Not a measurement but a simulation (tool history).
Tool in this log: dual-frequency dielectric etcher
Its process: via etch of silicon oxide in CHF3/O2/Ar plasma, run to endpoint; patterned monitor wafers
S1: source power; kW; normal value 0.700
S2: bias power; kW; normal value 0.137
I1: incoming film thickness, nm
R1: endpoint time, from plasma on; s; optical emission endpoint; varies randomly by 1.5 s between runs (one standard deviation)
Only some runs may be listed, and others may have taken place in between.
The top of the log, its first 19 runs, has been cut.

| run | day | S1 | S2 | I1 | R1 |
|---|---|---|---|---|---|
| 20 | 73.025 | 0.590 | 0.127 | 439.6 | 252.9 |
| 21 | 75.704 | 0.750 | 0.160 | 442.2 | 226.5 |
| 22 | 77.662 | 0.620 | 0.148 | 441.5 | 243.7 |
| 23 | 80.950 | 0.870 | 0.148 | 438.6 | 218.1 |
| 24 | 83.379 | 0.570 | 0.119 | 440.6 | 260.0 |
|  | 84.500 | bias power generator calibrated |
| 25 | 85.642 | 0.700 | 0.137 | 444.7 | 243.4 |
| 26 | 87.892 | 0.570 | 0.137 | 443.6 | 262.0 |
| 27 | 90.217 | 0.700 | 0.137 | 439.7 | 241.9 |
| 28 | 92.267 | 0.530 | 0.137 | 444.0 | 266.9 |
|  | 95.362 | wet clean of the chamber |
| 29 | 95.383 | 0.620 | 0.119 | 438.7 | 252.6 |
| 30 | 99.083 | 0.700 | 0.105 | 438.9 | 247.2 |
| 31 | 102.233 | 0.840 | 0.161 | 438.8 | 219.4 |
| 32 | 103.796 | 0.850 | 0.106 | 443.6 | 238.8 |
| 33 | 106.229 | 0.530 | 0.113 | 445.0 | 276.6 |
| 34 | 107.800 | 0.650 | 0.104 | 441.0 | 262.1 |
| 35 | 111.942 | 0.560 | 0.137 | 443.7 | 267.8 |

Forecast each of these 4 alternatives for the next run:
| A | 111.962 | 0.780 | 0.137 | 438.8 | ? |
| B | 111.962 | 0.580 | 0.169 | 438.8 | ? |
| C | 111.962 | 0.620 | 0.154 | 438.8 | ? |
| D | 111.962 | 0.700 | 0.167 | 438.8 | ? |

| run | R1 |
|---|---|
| A | 234.9 |
| B | 249.0 |
| C | 248.2 |
| D | 234.9 |
Had the tool no hidden state, the same runs would have come out as:
| run | R1 |
|---|---|
| A | 225.1 |
| B | 238.6 |
| C | 237.8 |
| D | 225.1 |
